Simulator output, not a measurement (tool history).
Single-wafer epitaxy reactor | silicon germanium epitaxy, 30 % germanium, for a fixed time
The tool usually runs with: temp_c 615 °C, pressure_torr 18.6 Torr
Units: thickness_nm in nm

run	hour	temp_c	pressure_torr	read-back reference wafer on the same gauge, thickness_nm	thickness_nm
1	0	611	18.6	81.803	68.123
2	13.1	611	18.6	81.76	67.856
3	32.1	615	18.6	81.726	72.397
# hour 45.4: gauge calibrated
4	77.3	615	18.6	81.626	72.297
5	95.7	615	18.6	81.794	71.938
6	116.4	622	18.6	81.783	80.149
7	142.6	622	18.6	81.738	80.487
8	159.7	622	18.6	81.709	80.207
9	181.5	615	18.6	81.684	71.875
10	238.5	615	18.6	81.753	72.019
11	259.6	615	18.6	81.682	71.73
# hour 274.8: capacitance manometer re-zeroed and calibrated
12	290.4	615	16.2	81.717	68.146
13	325.2	625	17	81.579	80.967
14	340.2	615	18.6	81.707	71.91
15	372.5	615	18.6	81.676	71.82
16	408.5	620	18.6	81.639	77.141
17	435.9	624	21	81.686	85.96
# hour 447.6: showerhead replaced, of another model than before
18	466.5	621	18.6	81.644	78.891
19	486.9	625	18.6	81.706	83.627
20	536.7	615	18.6	81.697	71.574
21	571.9	629	14	81.669	76.211
22	592.7	628	18.6	81.646	87.157
# hour 613.3: pyrometer calibrated
23	618.4	604	22.8	81.784	69.028
# hour 624.8: gauge calibrated
24	646.7	615	15.5	81.723	67.437
25	668	606	21.8	81.721	69.997
26	732	602	20.4	81.769	62.826
27	751.6	620	19.8	81.655	82.932
28	785.5	625	21.3	81.614	92.427
29	805.3	615	22.9	81.641	82.325
30	839.3	609	16.7	81.75	63.571
31	851.6	615	15.5	81.726	66.798
32	865.4	615	18.6	81.757	73.603
33	880.7	615	18.6	81.655	73.594

For some of the steps in thickness_nm from one run to the next: how much would appear even if the tool had no hidden state, given the settings, what came in and random variation, and how much remains for the hidden state plus any gauge scatter that the measured result and the result without hidden state don't share?
Unlogged tool condition in this case: wafer temperature above the value expected at the setpoint (K); true pressure above the setpoint (%); gauge reads high (%).
Run 12 -> 13: temp_c 615 -> 625, pressure_torr 16.2 -> 17. thickness_nm +12.821 nm: hidden state -0.412, all else +13.233.
Run 21 -> 22: temp_c 629 -> 628, pressure_torr 14 -> 18.6. thickness_nm +10.946 nm: hidden state -0.437, all else +11.383.
Run 22 -> 23: temp_c 628 -> 604, pressure_torr 18.6 -> 22.8, pyrometer calibrated. thickness_nm -18.129 nm: hidden state +3.159, all else -21.288.
Run 26 -> 27: temp_c 602 -> 620, pressure_torr 20.4 -> 19.8. thickness_nm +20.106 nm: hidden state -0.078, all else +20.184.
Run 29 -> 30: temp_c 615 -> 609, pressure_torr 22.9 -> 16.7. thickness_nm -18.754 nm: hidden state +0.033, all else -18.787.

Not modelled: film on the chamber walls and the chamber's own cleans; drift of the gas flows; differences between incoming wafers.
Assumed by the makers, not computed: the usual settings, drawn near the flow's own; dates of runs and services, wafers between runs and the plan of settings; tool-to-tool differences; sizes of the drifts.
